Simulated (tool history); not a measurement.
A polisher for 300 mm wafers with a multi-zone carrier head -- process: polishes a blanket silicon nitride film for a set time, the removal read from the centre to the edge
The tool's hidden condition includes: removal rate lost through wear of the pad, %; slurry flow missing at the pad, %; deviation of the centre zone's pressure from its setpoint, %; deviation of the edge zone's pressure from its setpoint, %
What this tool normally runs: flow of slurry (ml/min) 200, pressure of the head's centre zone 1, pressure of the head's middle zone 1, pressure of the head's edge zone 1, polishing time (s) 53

| run | hour | flow of slurry (ml/min) | pressure of the head's centre zone | pressure of the head's middle zone | pressure of the head's edge zone | polishing time (s) | wafers since the last listed run | wafers polished on this pad | hours since the slurry nozzle was cleaned | hours since the centre zone pressure was calibrated | hours since the edge zone pressure was calibrated | hours since the carrier head's membrane was replaced | incoming thickness of the incoming film, nm | film removed at the wafer's centre (angstrom) | film removed at mid-radius (angstrom) | film removed at the wafer's edge (angstrom) |
|---|---|---|---|---|---|---|---|---|---|---|---|---|---|---|---|---|
| 1 | 0 | 150 | 1.03 | 1 | 1.07 | 53 | 0 | 547 | 922.3 | 402.5 | 530.4 | 390.5 | 911.2 | 550 | 534 | 592 |
|  | 9.1 | slurry nozzle cleaned |
| 2 | 39.7 | 150 | 1 | 1.03 | 0.9 | 35 | 419 | 967 | 30.6 | 442.2 | 570.1 | 430.2 | 894.6 | 421 | 423 | 412 |
| 3 | 101.5 | 200 | 1 | 1 | 1 | 53 | 670 | 1637 | 92.4 | 504 | 631.9 | 492 | 910.6 | 674 | 674 | 659 |
|  | 119 | centre zone pressure recalibrated |
| 4 | 139 | 200 | 1.11 | 1.05 | 0.96 | 36 | 385 | 2022 | 129.9 | 20 | 669.4 | 529.5 | 905.1 | 507 | 460 | 447 |
| 5 | 187.5 | 150 | 1 | 1 | 1 | 53 | 526 | 2549 | 178.4 | 68.5 | 717.9 | 578 | 900.9 | 640 | 627 | 632 |
| 6 | 217 | 180 | 1 | 1 | 1 | 53 | 319 | 2869 | 207.9 | 98 | 747.4 | 607.5 | 910.5 | 663 | 650 | 653 |
| 7 | 276.4 | 200 | 1 | 1.12 | 1 | 53 | 644 | 3513 | 267.3 | 157.4 | 806.8 | 666.9 | 899.5 | 661 | 691 | 663 |
| 8 | 337.1 | 140 | 1 | 1 | 0.9 | 53 | 658 | 4171 | 328 | 218.1 | 867.5 | 727.6 | 890 | 622 | 610 | 607 |
| 9 | 389.7 | 200 | 1 | 1 | 0.89 | 61 | 570 | 4742 | 380.6 | 270.7 | 920.1 | 780.2 | 894.5 | 759 | 748 | 729 |
| 10 | 450.4 | 200 | 1 | 1.05 | 1 | 53 | 658 | 5400 | 441.3 | 331.4 | 980.8 | 840.9 | 907.4 | 664 | 672 | 661 |
| 11 | 485.5 | 200 | 1 | 1 | 1 | 53 | 380 | 5781 | 476.4 | 366.5 | 1015.9 | 876 | 907.7 | 657 | 641 | 641 |
|  | 513.6 | worn pad replaced by a new one, of another model than before |
| 12 | 530 | 135 | 0.89 | 1.08 | 1 | 53 | 439 | 178 | 520.9 | 411 | 1060.4 | 920.5 | 895.4 | 562 | 653 | 627 |
| 13 | 588.2 | 200 | 1 | 0.91 | 1 | 60 | 631 | 809 | 579.1 | 469.2 | 1118.6 | 978.7 | 893.9 | 746 | 704 | 751 |
|  | 694.4 | centre zone pressure recalibrated |
| 14 | 730.1 | 180 | 1.12 | 1 | 1 | 53 | 1517 | 2326 | 721 | 35.7 | 1260.5 | 1120.6 | 887.6 | 693 | 631 | 640 |
| 15 | 783.8 | 255 | 1 | 1 | 0.93 | 42 | 582 | 2909 | 774.7 | 89.4 | 1314.2 | 1174.3 | 898.5 | 519 | 517 | 515 |
| 16 | 843.5 | 200 | 0.96 | 1 | 1 | 53 | 647 | 3556 | 834.4 | 149.1 | 1373.9 | 1234 | 904.6 | 595 | 615 | 650 |
|  | 847.5 | slurry nozzle cleaned |
| 17 | 883.4 | 265 | 1.07 | 1 | 1.04 | 47 | 421 | 3978 | 35.9 | 189 | 1413.8 | 1273.9 | 892.5 | 667 | 595 | 617 |
|  | 918.2 | edge zone pressure recalibrated |
| 18 | 948.9 | 250 | 1 | 1 | 1 | 53 | 688 | 4667 | 101.4 | 254.5 | 30.7 | 1339.4 | 897.8 | 693 | 679 | 691 |
|  | 963.6 | carrier head's membrane replaced by a new one |
| 19 | 999.6 | 200 | 1 | 1 | 1 | 67 | 495 | 5163 | 152.1 | 305.2 | 81.4 | 36 | 908 | 871 | 845 | 838 |
|  | 1032.1 | worn pad replaced by a new one |
| 20 | 1032.8 | 200 | 1 | 1 | 1 | 53 | 316 | 7 | 185.3 | 338.4 | 114.6 | 69.2 | 899.3 | 665 | 664 | 668 |
| 21 | 1101.2 | 250 | 1 | 1 | 0.95 | 53 | 741 | 749 | 253.7 | 406.8 | 183 | 137.6 | 895.7 | 685 | 680 | 663 |
| 22 | 1156.1 | 135 | 0.96 | 1 | 0.95 | 59 | 595 | 1344 | 308.6 | 461.7 | 237.9 | 192.5 | 901.5 | 699 | 696 | 703 |

Each row is a separate what-if for the run after 22, all from the same tool condition, not one after another. Results?
| A | 1156.5 | 200 | 0.94 | 1 | 1 | 53 | 4 | 1349 | 309 | 462.1 | 238.3 | 192.9 | 906.3 | ? | ? | ? |
| B | 1156.5 | 175 | 1 | 1 | 1 | 53 | 4 | 1349 | 309 | 462.1 | 238.3 | 192.9 | 906.3 | ? | ? | ? |
| C | 1156.5 | 200 | 1.08 | 1.11 | 1.1 | 53 | 4 | 1349 | 309 | 462.1 | 238.3 | 192.9 | 906.3 | ? | ? | ? |
| D | 1156.5 | 200 | 1.06 | 1 | 1 | 53 | 4 | 1349 | 309 | 462.1 | 238.3 | 192.9 | 906.3 | ? | ? | ? |

| run | film removed at the wafer's centre (angstrom) | film removed at mid-radius (angstrom) | film removed at the wafer's edge (angstrom) |
|---|---|---|---|
| A | 640 | 661 | 671 |
| B | 670 | 651 | 664 |
| C | 736 | 705 | 696 |
| D | 722 | 660 | 671 |
With no hidden state in the tool, these same runs would have given:
| run | film removed at the wafer's centre (angstrom) | film removed at mid-radius (angstrom) | film removed at the wafer's edge (angstrom) |
|---|---|---|---|
| A | 648 | 668 | 677 |
| B | 679 | 659 | 670 |
| C | 745 | 713 | 701 |
| D | 731 | 668 | 677 |
